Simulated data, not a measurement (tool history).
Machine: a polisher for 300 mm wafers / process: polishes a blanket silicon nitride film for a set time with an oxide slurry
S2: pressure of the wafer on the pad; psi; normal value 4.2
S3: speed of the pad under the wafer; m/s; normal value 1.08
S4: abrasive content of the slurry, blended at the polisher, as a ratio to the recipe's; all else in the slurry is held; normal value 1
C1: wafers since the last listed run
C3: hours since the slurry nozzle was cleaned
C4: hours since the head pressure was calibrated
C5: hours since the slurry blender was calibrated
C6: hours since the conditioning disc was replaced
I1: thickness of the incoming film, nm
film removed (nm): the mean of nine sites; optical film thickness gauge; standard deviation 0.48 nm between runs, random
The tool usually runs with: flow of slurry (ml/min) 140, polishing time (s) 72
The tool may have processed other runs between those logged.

{"run": 1, "hour": 0.0, "flow of slurry (ml/min)": 140, "S2": 4.2, "S3": 1.08, "S4": 1, "polishing time (s)": 72, "C1": 0, "wafers polished on this pad": 639, "C3": 174.7, "C4": 112.3, "C5": 10, "C6": 39.3, "I1": 579, "film removed (nm)": 60.4}
{"run": 2, "hour": 12.5, "flow of slurry (ml/min)": 140, "S2": 4.2, "S3": 1.08, "S4": 1, "polishing time (s)": 72, "C1": 156, "wafers polished on this pad": 796, "C3": 187.2, "C4": 124.8, "C5": 22.5, "C6": 51.8, "I1": 571, "film removed (nm)": 60.4}
{"run": 3, "hour": 25.6, "flow of slurry (ml/min)": 140, "S2": 4.2, "S3": 1.08, "S4": 1, "polishing time (s)": 72, "C1": 164, "wafers polished on this pad": 960, "C3": 200.3, "C4": 137.9, "C5": 35.6, "C6": 64.9, "I1": 579.6, "film removed (nm)": 60.3}
{"run": 4, "hour": 58.8, "flow of slurry (ml/min)": 140, "S2": 4.8, "S3": 1.08, "S4": 1.1, "polishing time (s)": 59, "C1": 415, "wafers polished on this pad": 1376, "C3": 233.5, "C4": 171.1, "C5": 68.8, "C6": 98.1, "I1": 581.7, "film removed (nm)": 58.8}
{"run": 5, "hour": 87.6, "flow of slurry (ml/min)": 140, "S2": 4.2, "S3": 1.08, "S4": 1, "polishing time (s)": 72, "C1": 360, "wafers polished on this pad": 1737, "C3": 262.3, "C4": 199.9, "C5": 97.6, "C6": 126.9, "I1": 579, "film removed (nm)": 59.9}
{"run": 6, "hour": 122.8, "flow of slurry (ml/min)": 165, "S2": 4.2, "S3": 1.08, "S4": 1, "polishing time (s)": 72, "C1": 441, "wafers polished on this pad": 2178, "C3": 297.5, "C4": 235.1, "C5": 132.8, "C6": 162.1, "I1": 585.2, "film removed (nm)": 61.9}
{"run": 7, "hour": 147.0, "flow of slurry (ml/min)": 140, "S2": 4.2, "S3": 0.76, "S4": 1, "polishing time (s)": 72, "C1": 303, "wafers polished on this pad": 2481, "C3": 321.7, "C4": 259.3, "C5": 157, "C6": 186.3, "I1": 582.6, "film removed (nm)": 50.3}
{"hour": 158.4, "done": "worn pad replaced by a new one"}
{"run": 8, "hour": 162.7, "flow of slurry (ml/min)": 140, "S2": 5.3, "S3": 1.3, "S4": 1, "polishing time (s)": 81, "C1": 146, "wafers polished on this pad": 53, "C3": 337.4, "C4": 275, "C5": 172.7, "C6": 202, "I1": 589.8, "film removed (nm)": 89}
{"run": 9, "hour": 187.8, "flow of slurry (ml/min)": 140, "S2": 4.2, "S3": 1.08, "S4": 1, "polishing time (s)": 72, "C1": 314, "wafers polished on this pad": 368, "C3": 362.5, "C4": 300.1, "C5": 197.8, "C6": 227.1, "I1": 582.6, "film removed (nm)": 58.5}
{"run": 10, "hour": 204.2, "flow of slurry (ml/min)": 155, "S2": 4.2, "S3": 1.3, "S4": 1, "polishing time (s)": 72, "C1": 205, "wafers polished on this pad": 573, "C3": 378.9, "C4": 316.5, "C5": 214.2, "C6": 243.5, "I1": 567.4, "film removed (nm)": 66.5}
{"hour": 214.1, "done": "slurry blender recalibrated"}
{"run": 11, "hour": 239.5, "flow of slurry (ml/min)": 140, "S2": 5.6, "S3": 1.08, "S4": 1, "polishing time (s)": 72, "C1": 417, "wafers polished on this pad": 990, "C3": 414.2, "C4": 351.8, "C5": 25.4, "C6": 278.8, "I1": 577.2, "film removed (nm)": 76.8}
{"hour": 260.6, "done": "slurry nozzle cleaned"}
{"run": 12, "hour": 261.1, "flow of slurry (ml/min)": 140, "S2": 4.2, "S3": 1.08, "S4": 1, "polishing time (s)": 72, "C1": 258, "wafers polished on this pad": 1248, "C3": 0.5, "C4": 373.4, "C5": 47, "C6": 300.4, "I1": 576.5, "film removed (nm)": 62.7}
{"run": 13, "hour": 277.0, "flow of slurry (ml/min)": 140, "S2": 4.2, "S3": 1.08, "S4": 1, "polishing time (s)": 72, "C1": 199, "wafers polished on this pad": 1448, "C3": 16.4, "C4": 389.3, "C5": 62.9, "C6": 316.3, "I1": 577.4, "film removed (nm)": 63.2}
{"run": 14, "hour": 302.7, "flow of slurry (ml/min)": 140, "S2": 3, "S3": 1.4, "S4": 1, "polishing time (s)": 72, "C1": 322, "wafers polished on this pad": 1770, "C3": 42.1, "C4": 415, "C5": 88.6, "C6": 342, "I1": 572.5, "film removed (nm)": 53.3}
{"run": 15, "hour": 322.9, "flow of slurry (ml/min)": 140, "S2": 4.2, "S3": 1.08, "S4": 1, "polishing time (s)": 72, "C1": 253, "wafers polished on this pad": 2023, "C3": 62.3, "C4": 435.2, "C5": 108.8, "C6": 362.2, "I1": 588.7, "film removed (nm)": 62.2}
{"run": 16, "hour": 335.9, "flow of slurry (ml/min)": 110, "S2": 5.1, "S3": 1.08, "S4": 0.85, "polishing time (s)": 72, "C1": 162, "wafers polished on this pad": 2186, "C3": 75.3, "C4": 448.2, "C5": 121.8, "C6": 375.2, "I1": 592.2, "film removed (nm)": 58.8}

Forecast run 17:
{"run": 17, "hour": 358.8, "flow of slurry (ml/min)": 140, "S2": 4.2, "S3": 1.08, "S4": 1, "polishing time (s)": 72, "C1": 286, "wafers polished on this pad": 2473, "C3": 98.2, "C4": 471.1, "C5": 144.7, "C6": 398.1, "I1": 569.1, "film removed (nm)": "?"}

{"run 17": {"film removed (nm)": 61.1}}
The same run, on a tool lacking any hidden state, would have yielded film removed (nm) 63.7.

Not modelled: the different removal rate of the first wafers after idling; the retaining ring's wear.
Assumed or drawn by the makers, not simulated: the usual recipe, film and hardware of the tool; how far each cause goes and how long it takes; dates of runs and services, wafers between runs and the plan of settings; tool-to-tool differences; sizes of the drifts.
